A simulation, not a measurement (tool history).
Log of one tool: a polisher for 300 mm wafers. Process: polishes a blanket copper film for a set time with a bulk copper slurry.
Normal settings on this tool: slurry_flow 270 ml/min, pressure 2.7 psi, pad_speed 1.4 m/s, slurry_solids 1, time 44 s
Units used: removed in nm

run,hour,slurry_flow,pressure,pad_speed,slurry_solids,time,wafers since the last listed run,wafers polished on this pad,hours since the slurry nozzle was cleaned,hours since the head pressure was calibrated,hours since the slurry blender was calibrated,"incoming thickness of the incoming film, nm",removed
1,0,235,2.7,1.4,1,37,0,2561,452.9,185.3,199.3,3951.1,442.4
2,26.8,270,2.7,1.4,1,44,444,3006,479.7,212.1,226.1,4027.2,531
3,42.8,270,2.7,1.4,1,44,265,3272,495.7,228.1,242.1,4021.9,538.1
4,63.1,270,2.7,1.4,1,44,336,3609,516,248.4,262.4,4004.4,531.2
5,80.5,270,2.7,1.4,1,54,288,3897,533.4,265.8,279.8,4004.1,651.5
6,96.5,270,2.7,1.4,1,54,265,4163,549.4,281.8,295.8,3958.9,655.4
# hour 107.3: worn pad replaced by a new one
7,131.3,270,2.7,1.4,1,54,511,397,584.2,316.6,330.6,4033.6,683.2
# hour 134.5: slurry blender recalibrated
8,151.4,215,2.7,1.4,1,44,300,698,604.3,336.7,16.9,4008.1,537.3
9,184.3,270,2.7,1.4,1,44,546,1244,637.2,369.6,49.8,4038.5,549.9
10,203.2,270,3.4,1.4,1,44,313,1557,656.1,388.5,68.7,4053.7,664.4
11,217,225,2.2,0.98,1,33,229,1787,669.9,402.3,82.5,3973.2,235.4
# hour 244.6: slurry nozzle cleaned
12,245.1,270,3,1.4,1,44,449,2236,0.5,430.4,110.6,3952.7,594.3
13,272.6,270,2,1.4,1.1,39,456,2693,28,457.9,138.1,3943.9,381.4
14,331.7,270,3,1.84,0.9,44,980,3674,87.1,517,197.2,3966.3,747.1
# hour 346.4: worn pad replaced by a new one
15,362.2,270,2.7,1.4,1,44,439,261,117.6,547.5,227.7,4023.5,561.4
16,385.7,270,2.7,1.4,1,38,390,651,141.1,571,251.2,3919.1,479.8
17,401.7,200,2.7,1.4,1,44,265,917,157.1,587,267.2,3941.4,534.6
18,420.3,270,2.4,1.4,1,35,308,1226,175.7,605.6,285.8,3959.7,395.6
19,443.5,270,3.5,1.78,1,44,385,1611,198.9,628.8,309,4006.1,866.9
# hour 470.1: slurry blender recalibrated
20,478.4,325,2.7,1,1.25,35,546,2157,233.8,663.7,8.3,3988.4,326.6
21,509.7,270,2.7,1.4,1,44,519,2676,265.1,695,39.6,3972,529.8
22,522.7,270,2.7,1.62,1,44,215,2892,278.1,708,52.6,3966.1,619.9
# hour 550.2: head pressure recalibrated
23,550.7,270,2.7,0.94,1,31,431,3324,306.1,0.5,80.6,3988.6,257.8
# hour 587.6: worn pad replaced by a new one
24,588.1,270,2.7,1.4,1,33,554,7,343.5,37.9,118,3926,437.3
25,614.9,270,3.2,1.4,0.8,44,444,452,370.3,64.7,144.8,4042.5,634.2
26,647.3,270,2.7,1.4,1.1,57,537,990,402.7,97.1,177.2,4008.6,727.1
27,677.3,270,3.1,1.4,0.75,31,497,1488,432.7,127.1,207.2,3973.7,413.9
28,707.7,270,3.2,1.4,1,44,504,1992,463.1,157.5,237.6,4042.1,626.5
29,733.1,235,2.7,1.4,1,37,421,2414,488.5,182.9,263,4085.8,447.3
30,792.2,270,2.3,1.4,1,48,980,3395,547.6,242,322.1,4001,513.2

Each row is a separate what-if for the run after 30, all from the same tool condition, not one after another. Results?
A,792.6,270,2.7,0.96,1,44,6,3401,548,242.4,322.5,3959.6,?
B,792.6,270,2.7,1.68,1,59,6,3401,548,242.4,322.5,3959.6,?
C,792.6,270,2.7,1.4,0.75,44,6,3401,548,242.4,322.5,3959.6,?
D,792.6,270,2.1,1.4,1.2,33,6,3401,548,242.4,322.5,3959.6,?

run,removed
A,374
B,859.2
C,513.9
D,336.4
Without the tool's unlogged condition, the same runs would have read:
run,removed
A,405.3
B,931.2
C,556.9
D,364.5
